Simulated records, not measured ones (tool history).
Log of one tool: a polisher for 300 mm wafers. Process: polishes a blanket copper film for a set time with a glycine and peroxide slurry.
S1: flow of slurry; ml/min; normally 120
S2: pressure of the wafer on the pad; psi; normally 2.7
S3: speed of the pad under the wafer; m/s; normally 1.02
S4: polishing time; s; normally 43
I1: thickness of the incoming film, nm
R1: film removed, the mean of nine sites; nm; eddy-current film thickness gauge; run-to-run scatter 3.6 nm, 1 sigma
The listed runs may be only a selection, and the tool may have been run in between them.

Run 1, hour 0.0: usual settings but S1 90 ml/min; I1 1107.5. Result: R1 239.7 nm.
Run 2, hour 51.7: usual settings but S1 90 ml/min; I1 1112.5. Result: R1 239.0 nm.
Run 3, hour 80.2: usual settings but S3 1.14 m/s; I1 1099.7. Result: R1 293.2 nm.
At hour 121.7: worn pad replaced by a new one.
Run 4, hour 133.5: usual settings but S3 1.14 m/s; I1 1126.8. Result: R1 284.4 nm.
Run 5, hour 187.2: usual settings; I1 1125.6. Result: R1 262.0 nm.
Run 6, hour 253.3: usual settings; I1 1114.2. Result: R1 271.4 nm.
Run 7, hour 305.5: usual settings; I1 1101.9. Result: R1 261.3 nm.
Run 8, hour 363.3: usual settings; I1 1108.5. Result: R1 264.5 nm.
At hour 371.4: slurry nozzle cleaned.
Run 9, hour 419.4: usual settings but S1 105 ml/min; I1 1110.5. Result: R1 260.8 nm.
At hour 433.8: head pressure recalibrated.
Run 10, hour 467.0: usual settings but S1 105 ml/min; I1 1093.5. Result: R1 267.0 nm.
At hour 491.8: worn pad replaced by a new one.
Run 11, hour 523.5: usual settings; I1 1110.5. Result: R1 284.5 nm.
Run 12, hour 557.6: usual settings but S2 3.0 psi; I1 1103.5. Result: R1 288.8 nm.
Run 13, hour 608.1: usual settings but S2 3.0 psi; I1 1098.1. Result: R1 290.5 nm.
Run 14, hour 651.1: usual settings but S2 3.0 psi; I1 1132.2. Result: R1 294.7 nm.
Run 15, hour 692.2: usual settings but S3 0.76 m/s, S4 33 s; I1 1115.4. Result: R1 177.7 nm.
At hour 735.5: head pressure recalibrated, repeated, since the last time left the tool worse.
At hour 753.1: slurry nozzle cleaned.
Run 16, hour 880.6: usual settings but S3 0.76 m/s, S4 33 s; I1 1113.1. Result: R1 162.8 nm.
Run 17, hour 946.1: usual settings but S3 0.76 m/s, S4 33 s; I1 1098.0. Result: R1 165.6 nm.
At hour 977.3: worn pad replaced by a new one.
Run 18, hour 996.3: usual settings but S2 2.1 psi, S3 0.86 m/s; I1 1101.0. Result: R1 214.9 nm.
Run 19, hour 1031.1: usual settings; I1 1101.9. Result: R1 267.0 nm.
Run 20, hour 1082.0: usual settings; I1 1114.9. Result: R1 264.7 nm.
Run 21, hour 1151.9: usual settings but S1 85 ml/min, S2 2.3 psi, S3 1.18 m/s, S4 56 s; I1 1101.3. Result: R1 318.3 nm.
At hour 1190.5: slurry nozzle cleaned.
Run 22, hour 1196.5: usual settings but S2 3.3 psi, S4 54 s; I1 1093.1. Result: R1 369.2 nm.
Run 23, hour 1264.4: usual settings but S1 135 ml/min, S2 1.9 psi, S4 31 s; I1 1109.8. Result: R1 165.6 nm.
Run 24, hour 1334.7: usual settings but S2 3.0 psi; I1 1126.7. Result: R1 284.0 nm.
At hour 1398.2: worn pad replaced by a new one.
Run 25, hour 1398.7: usual settings but S1 130 ml/min; I1 1106.7. Result: R1 263.2 nm.
Run 26, hour 1447.4: usual settings but S2 2.3 psi, S3 0.82 m/s, S4 50 s; I1 1123.1. Result: R1 247.7 nm.
Run 27, hour 1484.5: usual settings; I1 1104.7. Result: R1 268.6 nm.
Run 28, hour 1538.5: usual settings but S2 2.3 psi, S3 1.12 m/s, S4 54 s; I1 1118.4. Result: R1 334.8 nm.
At hour 1631.1: slurry nozzle cleaned.
Run 29, hour 1651.7: usual settings but S1 90 ml/min, S4 57 s; I1 1115.8. Result: R1 319.7 nm.
Run 30, hour 1717.7: usual settings but S1 140 ml/min, S3 1.20 m/s; I1 1096.7. Result: R1 307.9 nm.
Run 31, hour 1753.1: usual settings but S2 2.1 psi, S3 0.86 m/s; I1 1107.7. Result: R1 213.5 nm.
At hour 1771.0: head pressure recalibrated.
Run 32, hour 1794.6: usual settings but S1 85 ml/min, S3 1.16 m/s; I1 1112.1. Result: R1 255.7 nm.
At hour 1820.0: worn pad replaced by a new one.
Run 33, hour 1841.1: usual settings but S2 2.1 psi, S4 49 s; I1 1126.3. Result: R1 263.7 nm.
Run 34, hour 1882.0: usual settings but S4 37 s; I1 1113.1. Result: R1 221.3 nm.
Run 35, hour 1951.1: usual settings but S3 0.70 m/s; I1 1126.9. Result: R1 202.6 nm.
Run 36, hour 1979.8: usual settings but S1 105 ml/min, S2 3.5 psi, S3 1.34 m/s, S4 30 s; I1 1124.2. Result: R1 251.5 nm.
Run 37, hour 2016.8: usual settings but S1 80 ml/min, S2 3.0 psi; I1 1119.9. Result: R1 246.3 nm.
Run 38, hour 2085.4: usual settings but S2 3.1 psi; I1 1111.2. Result: R1 280.5 nm.

Give the tool's hidden conditions for every run:
removal rate lost through wear of the pad, %: 0 at every run
slurry flow missing at the pad, %: 0 at every run
H1: deviation of the head's pressure from its setpoint, %
run     H1
  1   5.82
  2   6.02
  3   6.12
  4   6.29
  5   6.43
  6   6.58
  7   6.67
  8   6.76
  9   6.84
 10   12.5
 11   13.4
 12   13.8
 13   14.4
 14   14.9
 15   15.3
 16   2.31
 17   3.03
 18    3.5
 19   3.79
 20   4.15
 21   4.58
 22    4.8
 23   5.09
 24   5.34
 25   5.52
 26   5.64
 27   5.72
 28   5.82
 29   5.99
 30   6.06
 31   6.09
 32  0.505
 33   1.27
 34   1.86
 35    2.7
 36      3
 37   3.36
 38   3.92

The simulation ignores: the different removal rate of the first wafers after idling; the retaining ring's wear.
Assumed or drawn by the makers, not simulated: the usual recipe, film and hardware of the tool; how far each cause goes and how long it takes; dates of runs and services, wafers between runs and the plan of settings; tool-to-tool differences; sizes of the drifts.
